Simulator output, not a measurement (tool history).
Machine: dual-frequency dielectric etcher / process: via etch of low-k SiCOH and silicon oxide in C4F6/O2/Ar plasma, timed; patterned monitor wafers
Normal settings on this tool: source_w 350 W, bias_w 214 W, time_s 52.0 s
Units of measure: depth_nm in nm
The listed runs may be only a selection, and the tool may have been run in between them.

run	hour	source_w	bias_w	time_s	wafers since the last listed run	hours since the last wet clean	hours since the last source power generator calibration	hours since the last bias power generator calibration	hours since the last upper electrode change	hours since the gauge calibration	read-back reference wafer on the same gauge, depth_nm	depth_nm
1	0.0	400	214	52.0	0	88.1	3213.3	407.6	3649.9	610.9	120.0	144.5
2	71.7	400	214	52.0	824	159.8	3285.0	479.3	3721.6	682.6	120.1	145.8
3	152.4	350	214	39.5	927	240.5	3365.7	560.0	3802.3	763.3	119.8	107.1
4	230.9	350	214	39.5	902	319.0	3444.2	638.5	3880.8	841.8	120.1	107.1
# hour 351.7: wet clean of the chamber
5	506.0	350	214	40.0	2887	154.3	3719.3	913.6	4155.9	1116.9	120.0	107.7
6	578.6	350	214	52.0	834	226.9	3791.9	986.2	4228.5	1189.5	119.9	140.5
7	663.6	350	214	52.0	977	311.9	3876.9	1071.2	4313.5	1274.5	120.0	140.8
8	730.3	350	200	58.5	766	378.6	3943.6	1137.9	4380.2	1341.2	120.0	156.9
9	778.8	350	200	58.5	557	427.1	3992.1	1186.4	4428.7	1389.7	120.0	157.7
# hour 821.4: wet clean of the chamber
10	864.0	350	200	58.5	703	42.6	4077.3	1271.6	4513.9	1474.9	120.0	154.5
11	903.7	350	214	52.0	456	82.3	4117.0	1311.3	4553.6	1514.6	120.1	139.6
12	952.3	350	214	52.0	558	130.9	4165.6	1359.9	4602.2	1563.2	120.0	140.8
# hour 1034.5: upper electrode replaced
13	1058.9	350	214	52.0	949	237.5	4272.2	1466.5	24.4	1669.8	120.0	141.5
# hour 1067.8: source power generator calibrated
14	1128.4	350	214	52.0	753	307.0	60.6	1536.0	93.9	1739.3	120.0	140.0
# hour 1180.0: gauge calibrated
15	1224.3	290	191	64.5	1102	402.9	156.5	1631.9	189.8	44.3	119.9	162.5
16	1279.7	350	200	58.5	637	458.3	211.9	1687.3	245.2	99.7	120.0	156.3
# hour 1383.5: wet clean of the chamber
17	1587.1	350	200	58.5	3258	203.6	519.3	1994.7	552.6	407.1	120.0	154.4
18	1691.5	350	214	52.0	1200	308.0	623.7	2099.1	657.0	511.5	120.0	140.2
# hour 1721.0: bias power generator calibrated
19	1755.4	350	190	52.0	688	371.9	687.6	34.4	720.9	575.4	120.1	137.5
20	1805.3	350	214	43.5	573	421.8	737.5	84.3	770.8	625.3	120.0	118.4
21	1841.8	380	172	62.5	419	458.3	774.0	120.8	807.3	661.8	120.1	165.7
# hour 1894.7: wet clean of the chamber
22	1895.2	350	214	52.0	338	0.5	827.4	174.2	860.7	715.2	120.0	138.1
23	1991.4	400	251	40.0	1106	96.7	923.6	270.4	956.9	811.4	120.0	115.0
24	2052.3	350	214	56.5	700	157.6	984.5	331.3	1017.8	872.3	120.0	151.4
25	2116.9	350	214	52.0	742	222.2	1049.1	395.9	1082.4	936.9	120.0	139.9
26	2161.4	320	214	52.0	511	266.7	1093.6	440.4	1126.9	981.4	119.9	137.4
27	2215.5	350	200	58.5	622	320.8	1147.7	494.5	1181.0	1035.5	120.0	155.5
28	2269.7	270	214	58.0	623	375.0	1201.9	548.7	1235.2	1089.7	119.9	147.4
# hour 2349.1: wet clean of the chamber
29	2349.6	280	214	52.0	642	0.5	1281.8	628.6	1315.1	1169.6	120.0	130.4

Run 30, settings as shown, results not yet in. Your forecast:
30	2436.6	430	214	52.0	1000	87.5	1368.8	715.6	1402.1	1256.6	?	?

Run 30 produced read-back reference wafer on the same gauge, depth_nm 120.1, depth_nm 147.3 nm.
With the hidden condition absent and the run-to-run variation left alone, this run would have shown depth_nm 145.0 nm.

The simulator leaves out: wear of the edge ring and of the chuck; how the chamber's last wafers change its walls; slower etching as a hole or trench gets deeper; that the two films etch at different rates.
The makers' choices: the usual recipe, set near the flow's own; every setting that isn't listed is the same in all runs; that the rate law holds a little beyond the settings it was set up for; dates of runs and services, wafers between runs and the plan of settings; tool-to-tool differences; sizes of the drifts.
